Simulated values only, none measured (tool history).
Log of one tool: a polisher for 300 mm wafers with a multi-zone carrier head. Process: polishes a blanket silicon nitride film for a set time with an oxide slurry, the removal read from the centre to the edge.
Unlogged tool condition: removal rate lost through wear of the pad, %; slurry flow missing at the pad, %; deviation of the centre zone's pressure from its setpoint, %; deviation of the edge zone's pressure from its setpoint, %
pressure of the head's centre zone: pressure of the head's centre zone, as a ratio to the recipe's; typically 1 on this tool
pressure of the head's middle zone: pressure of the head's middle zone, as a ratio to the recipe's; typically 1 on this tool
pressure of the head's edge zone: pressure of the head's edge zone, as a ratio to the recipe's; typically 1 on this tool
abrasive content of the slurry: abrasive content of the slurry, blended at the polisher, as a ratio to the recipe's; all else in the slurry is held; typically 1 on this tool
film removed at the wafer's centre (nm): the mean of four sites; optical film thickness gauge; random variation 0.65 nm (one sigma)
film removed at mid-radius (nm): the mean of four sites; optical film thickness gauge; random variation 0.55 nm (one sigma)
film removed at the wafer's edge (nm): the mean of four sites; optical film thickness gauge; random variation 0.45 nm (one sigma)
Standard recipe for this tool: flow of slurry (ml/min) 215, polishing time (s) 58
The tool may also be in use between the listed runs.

run    hour  flow of slurry (ml/min)  pressure of the head's centre zone  pressure of the head's middle zone  pressure of the head's edge zone  abrasive content of the slurry  polishing time (s)  wafers since the last listed run  wafers polished on this pad  hours since the slurry nozzle was cleaned  hours since the centre zone pressure was calibrated  hours since the edge zone pressure was calibrated  hours since the carrier head's membrane was replaced  incoming thickness of the incoming film, nm  film removed at the wafer's centre (nm)  film removed at mid-radius (nm)  film removed at the wafer's edge (nm)
  1       0                      215                                 1.1                                   1                              0.88                             0.8                  58                                 0                         3892                                      574.6                                                836.5                                              176.3                                                   439                                        259.3                                     42.4                             43.1                                   43.2
       19.1  -- centre zone pressure recalibrated
  2      85                      145                                0.89                                1.09                                 1                               1                  58                              1019                         4912                                      659.6                                                 65.9                                              261.3                                                   524                                          260                                       38                             46.3                                   46.4
  3   188.5                      215                                   1                                   1                                 1                               1                  58                              1271                         6183                                      763.1                                                169.4                                              364.8                                                 627.5                                        259.4                                     46.3                             47.2                                   49.4
      200.3  -- slurry nozzle cleaned
  4   254.6                      165                                1.05                                   1                                 1                               1                  58                               799                         6983                                       54.3                                                235.5                                              430.9                                                 693.6                                          260                                     45.2                             45.9                                   47.1
  5   353.1                      215                                   1                                0.94                                 1                               1                  58                              1210                         8193                                      152.8                                                  334                                              529.4                                                 792.1                                        257.9                                     44.9                             45.6                                   49.5
      403.8  -- worn pad replaced by a new one
  6   437.6                      215                                   1                                   1                                 1                               1                  58                               988                          415                                      237.3                                                418.5                                              613.9                                                 876.6                                        260.9                                     43.6                             46.2                                     50
  7   481.7                      170                                   1                                 0.9                                 1                            0.85                  58                               541                          957                                      281.4                                                462.6                                                658                                                 920.7                                        258.1                                     40.7                             38.9                                   45.4
  8   556.9                      215                                   1                                 1.1                                 1                               1                  58                               923                         1881                                      356.6                                                537.8                                              733.2                                                 995.9                                        258.1                                       43                             50.7                                   49.1
  9   659.7                      175                                   1                                   1                               1.1                               1                  58                              1262                         3144                                      459.4                                                640.6                                                836                                                1098.7                                        259.3                                     41.2                             45.1                                   50.5
        726  -- edge zone pressure recalibrated
 10   742.5                      215                                1.07                                   1                                 1                            0.75                  58                               992                         4136                                      542.2                                                723.4                                               16.5                                                1181.5                                        263.5                                     41.4                               43                                   45.7
 11   807.9                      170                                   1                                   1                              0.96                               1                  58                               803                         4940                                      607.6                                                788.8                                               81.9                                                1246.9                                        260.4                                     39.9                             45.6                                   46.3
      899.1  -- centre zone pressure recalibrated
 12   906.6                      215                                   1                                   1                              0.94                               1                  58                              1187                         6128                                      706.3                                                  7.5                                              180.6                                                1345.6                                        260.8                                     47.4                             46.7                                   47.9
      921.6  -- slurry nozzle cleaned
 13   993.2                      215                                1.04                                   1                              1.09                             0.8                  74                              1051                         7179                                       71.6                                                 94.1                                              267.2                                                1432.2                                        263.5                                       56                             55.6                                   60.5
 14  1065.3                      215                                   1                                   1                                 1                               1                  58                               885                         8065                                      143.7                                                166.2                                              339.3                                                1504.3                                        257.8                                     46.3                             45.6                                   49.6
 15  1116.8                      165                                1.05                                   1                                 1                               1                  58                               632                         8698                                      195.2                                                217.7                                              390.8                                                1555.8                                          262                                     44.9                             44.9                                     48
     1147.9  -- worn pad replaced by a new one
 16  1178.2                      195                                1.05                                   1                                 1                               1                  58                               705                          372                                      256.6                                                279.1                                              452.2                                                1617.2                                        263.1                                     45.9                             46.2                                   48.5
 17  1373.7                      275                                   1                                   1                                 1                               1                  58                              2401                         2774                                      452.1                                                474.6                                              647.7                                                1812.7                                        259.8                                     45.2                             48.1                                   50.8
     1450.6  -- carrier head's membrane replaced by a new one
 18  1452.1                      215                                   1                                1.11                              1.05                             1.2                  77                               901                         3676                                      530.5                                                  553                                              726.1                                                   1.5                                        261.1                                     60.4                             71.6                                   69.3
     1484.4  -- edge zone pressure recalibrated
 19  1549.4                      215                                   1                                   1                              0.96                            1.15                  58                              1170                         4846                                      627.8                                                650.3                                                 65                                                  98.8                                        258.4                                     43.2                             48.7                                   50.6
     1644.2  -- centre zone pressure recalibrated
 20  1678.6                      215                                1.05                                   1                                 1                               1                  58                              1562                         6409                                        757                                                 34.4                                              194.2                                                   228                                        261.1                                     49.4                               46                                     50
     1714.3  -- slurry nozzle cleaned
 21  1740.2                      215                                   1                                   1                                 1                               1                  58                               744                         7154                                       25.9                                                   96                                              255.8                                                 289.6                                        258.9                                     46.2                             46.4                                   49.1
 22  1780.2                      275                                0.97                                   1                               1.1                            1.15                  58                               491                         7645                                       65.9                                                  136                                              295.8                                                 329.6                                          259                                     49.3                             50.9                                   53.5

Selected run-to-run steps in film removed at the wafer's centre (nm), each split into two signed amounts: the part the tool would show with no hidden state at all (from settings, incoming material and random variation), and the remainder, which goes to the hidden state together with any gauge scatter not common to the measured and the hidden-state-free results:
Run 1 -> 2: flow of slurry (ml/min) 215 -> 145, pressure of the head's centre zone 1.1 -> 0.89, pressure of the head's middle zone 1 -> 1.09, pressure of the head's edge zone 0.88 -> 1, abrasive content of the slurry 0.8 -> 1, centre zone pressure recalibrated. film removed at the wafer's centre (nm) -4.4: hidden state +5.5, all else -9.9.
Run 11 -> 12: flow of slurry (ml/min) 170 -> 215, pressure of the head's edge zone 0.96 -> 0.94, centre zone pressure recalibrated. film removed at the wafer's centre (nm) +7.5: hidden state +5, all else +2.5.
Run 17 -> 18: flow of slurry (ml/min) 275 -> 215, pressure of the head's middle zone 1 -> 1.11, pressure of the head's edge zone 1 -> 1.05, abrasive content of the slurry 1 -> 1.2, polishing time (s) 58 -> 77, carrier head's membrane replaced by a new one. film removed at the wafer's centre (nm) +15.2: hidden state -2, all else +17.2.
Run 18 -> 19: pressure of the head's middle zone 1.11 -> 1, pressure of the head's edge zone 1.05 -> 0.96, abrasive content of the slurry 1.2 -> 1.15, polishing time (s) 77 -> 58, edge zone pressure recalibrated. film removed at the wafer's centre (nm) -17.2: hidden state +0.7, all else -17.9.
